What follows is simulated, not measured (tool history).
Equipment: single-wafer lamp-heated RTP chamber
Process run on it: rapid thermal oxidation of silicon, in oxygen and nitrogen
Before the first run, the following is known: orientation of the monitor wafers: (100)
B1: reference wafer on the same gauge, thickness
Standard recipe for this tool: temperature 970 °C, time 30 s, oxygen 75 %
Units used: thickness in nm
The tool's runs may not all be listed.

run 1 hour=0.0 | temperature=970 time=30 oxygen=96 | B1=3.358 | thickness=3.344
run 2 hour=55.4 | temperature=970 time=30 oxygen=96 | B1=3.360 | thickness=3.343
run 3 hour=87.3 | temperature=970 time=30 oxygen=96 | B1=3.359 | thickness=3.339
run 4 hour=130.4 | temperature=970 time=30 oxygen=75 | B1=3.361 | thickness=3.122
run 5 hour=176.4 | temperature=970 time=30 oxygen=75 | B1=3.360 | thickness=3.123
run 6 hour=235.8 | temperature=970 time=30 oxygen=75 | B1=3.360 | thickness=3.140
run 7 hour=272.3 | temperature=970 time=30 oxygen=75 | B1=3.358 | thickness=3.136
-- hour=328.5 pyrometer window cleaned and pyrometer calibrated
run 8 hour=339.4 | temperature=970 time=30 oxygen=75 | B1=3.361 | thickness=3.123
run 9 hour=395.5 | temperature=970 time=30 oxygen=75 | B1=3.360 | thickness=3.112
run 10 hour=430.4 | temperature=970 time=30 oxygen=75 | B1=3.361 | thickness=3.123
run 11 hour=499.6 | temperature=970 time=30 oxygen=92 | B1=3.360 | thickness=3.307
run 12 hour=556.5 | temperature=970 time=33 oxygen=75 | B1=3.360 | thickness=3.227
run 13 hour=587.8 | temperature=970 time=33 oxygen=75 | B1=3.360 | thickness=3.237
run 14 hour=646.8 | temperature=970 time=30 oxygen=68 | B1=3.360 | thickness=3.061
run 15 hour=712.9 | temperature=970 time=27 oxygen=75 | B1=3.361 | thickness=3.034
-- hour=726.3 pyrometer window cleaned and pyrometer calibrated
run 16 hour=755.6 | temperature=970 time=30 oxygen=75 | B1=3.359 | thickness=3.107
run 17 hour=812.7 | temperature=962 time=30 oxygen=75 | B1=3.360 | thickness=2.976
run 18 hour=843.8 | temperature=946 time=30 oxygen=58 | B1=3.360 | thickness=2.598
run 19 hour=878.2 | temperature=970 time=30 oxygen=75 | B1=3.359 | thickness=3.122
-- hour=903.7 oxygen flow controller replaced
run 20 hour=906.1 | temperature=970 time=30 oxygen=98 | B1=3.359 | thickness=3.366
run 21 hour=967.8 | temperature=993 time=30 oxygen=87 | B1=3.359 | thickness=3.785
run 22 hour=1018.5 | temperature=998 time=34 oxygen=63 | B1=3.360 | thickness=3.714
run 23 hour=1050.9 | temperature=954 time=30 oxygen=67 | B1=3.360 | thickness=2.782
-- hour=1094.2 pyrometer window cleaned and pyrometer calibrated
run 24 hour=1094.7 | temperature=970 time=30 oxygen=75 | B1=3.360 | thickness=3.116
run 25 hour=1135.3 | temperature=970 time=30 oxygen=75 | B1=3.360 | thickness=3.109
-- hour=1135.8 gauge calibrated
run 26 hour=1207.0 | temperature=970 time=30 oxygen=75 | B1=3.360 | thickness=3.112
run 27 hour=1244.9 | temperature=984 time=30 oxygen=75 | B1=3.360 | thickness=3.407
run 28 hour=1297.7 | temperature=982 time=39 oxygen=75 | B1=3.361 | thickness=3.723
run 29 hour=1333.4 | temperature=970 time=30 oxygen=87 | B1=3.361 | thickness=3.257
run 30 hour=1387.6 | temperature=959 time=37 oxygen=46 | B1=3.361 | thickness=2.805
run 31 hour=1429.6 | temperature=970 time=30 oxygen=75 | B1=3.359 | thickness=3.131
-- hour=1499.7 pyrometer window cleaned and pyrometer calibrated
run 32 hour=1500.6 | temperature=970 time=30 oxygen=75 | B1=3.359 | thickness=3.113
run 33 hour=1528.7 | temperature=970 time=30 oxygen=93 | B1=3.360 | thickness=3.303

Forecast each of these 3 alternatives for the next run:
run A hour=1529.1 | temperature=970 time=19 oxygen=75 | B1=? | thickness=?
run B hour=1529.1 | temperature=941 time=41 oxygen=75 | B1=? | thickness=?
run C hour=1529.1 | temperature=942 time=41 oxygen=98 | B1=? | thickness=?

run=A B1=3.358 thickness=2.691
run=B B1=3.358 thickness=2.928
run=C B1=3.358 thickness=3.147
What these runs would have given with no unlogged condition in the tool:
run=A thickness=2.689
run=B thickness=2.925
run=C thickness=3.145

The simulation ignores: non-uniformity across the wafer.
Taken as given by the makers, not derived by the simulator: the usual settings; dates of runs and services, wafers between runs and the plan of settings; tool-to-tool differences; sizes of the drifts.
